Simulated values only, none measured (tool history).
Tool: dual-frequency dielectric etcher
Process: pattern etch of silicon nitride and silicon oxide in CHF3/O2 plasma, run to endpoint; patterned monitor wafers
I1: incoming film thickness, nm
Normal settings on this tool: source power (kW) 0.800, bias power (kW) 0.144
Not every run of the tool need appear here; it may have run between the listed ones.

Run 1, hour 0.0: usual settings but source power (kW) 0.740; I1 308.0. Result: endpoint time (s) 203.7.
At hour 23.4: wet clean of the chamber.
Run 2, hour 23.9: usual settings but source power (kW) 0.740; I1 303.7. Result: endpoint time (s) 195.6.
Run 3, hour 48.4: usual settings but source power (kW) 0.740; I1 306.0. Result: endpoint time (s) 199.5.
Run 4, hour 70.0: usual settings; I1 303.4. Result: endpoint time (s) 195.4.
Run 5, hour 82.3: usual settings; I1 304.0. Result: endpoint time (s) 194.2.
Run 6, hour 97.8: usual settings; I1 305.3. Result: endpoint time (s) 198.0.
Run 7, hour 114.8: usual settings; I1 305.0. Result: endpoint time (s) 193.8.
Run 8, hour 134.6: usual settings; I1 305.2. Result: endpoint time (s) 194.4.
Run 9, hour 147.7: usual settings; I1 306.2. Result: endpoint time (s) 195.2.
At hour 174.4: source power generator calibrated.
Run 10, hour 181.5: usual settings; I1 306.2. Result: endpoint time (s) 197.3.
Run 11, hour 198.0: usual settings; I1 306.3. Result: endpoint time (s) 194.3.
Run 12, hour 216.6: usual settings; I1 304.9. Result: endpoint time (s) 196.6.
Run 13, hour 232.8: usual settings but source power (kW) 0.670, bias power (kW) 0.115; I1 305.7. Result: endpoint time (s) 224.4.
Run 14, hour 261.6: usual settings; I1 306.8. Result: endpoint time (s) 196.9.
Run 15, hour 294.2: usual settings but source power (kW) 0.950, bias power (kW) 0.178; I1 304.1. Result: endpoint time (s) 168.6.
Run 16, hour 317.7: usual settings but source power (kW) 0.940; I1 306.5. Result: endpoint time (s) 188.6.
Run 17, hour 330.4: usual settings but bias power (kW) 0.130; I1 305.1. Result: endpoint time (s) 203.3.
Run 18, hour 348.3: usual settings but source power (kW) 0.950; I1 304.2. Result: endpoint time (s) 183.1.
At hour 365.9: bias power generator calibrated.
At hour 381.8: upper electrode replaced.
At hour 394.1: wet clean of the chamber.
Run 19, hour 394.6: usual settings but bias power (kW) 0.173; I1 304.9. Result: endpoint time (s) 183.6.
Run 20, hour 417.0: usual settings but source power (kW) 0.990, bias power (kW) 0.155; I1 305.7. Result: endpoint time (s) 175.2.
Run 21, hour 470.2: usual settings; I1 305.8. Result: endpoint time (s) 195.5.
Run 22, hour 491.1: usual settings but source power (kW) 0.730, bias power (kW) 0.170; I1 307.2. Result: endpoint time (s) 190.2.
Run 23, hour 518.0: usual settings but bias power (kW) 0.163; I1 305.4. Result: endpoint time (s) 185.8.
Run 24, hour 549.9: usual settings but source power (kW) 0.620, bias power (kW) 0.161; I1 311.2. Result: endpoint time (s) 205.3.
Run 25, hour 569.6: usual settings but source power (kW) 0.620, bias power (kW) 0.169; I1 304.4. Result: endpoint time (s) 197.8.

Predict each of these 3 candidate next runs independently; none follows another, all start after run 25:
Run A, hour 570.1: usual settings; I1 305.7. Result: endpoint time (s) ?.
Run B, hour 570.1: usual settings but source power (kW) 0.600; I1 305.7. Result: endpoint time (s) ?.
Run C, hour 570.1: usual settings but source power (kW) 0.920, bias power (kW) 0.133; I1 305.7. Result: endpoint time (s) ?.

run  endpoint time (s)
  A              196.5
  B              214.2
  C              193.7
Had the tool no hidden state, the same runs would have come out as:
run  endpoint time (s)
  A              196.5
  B              214.2
  C              193.7
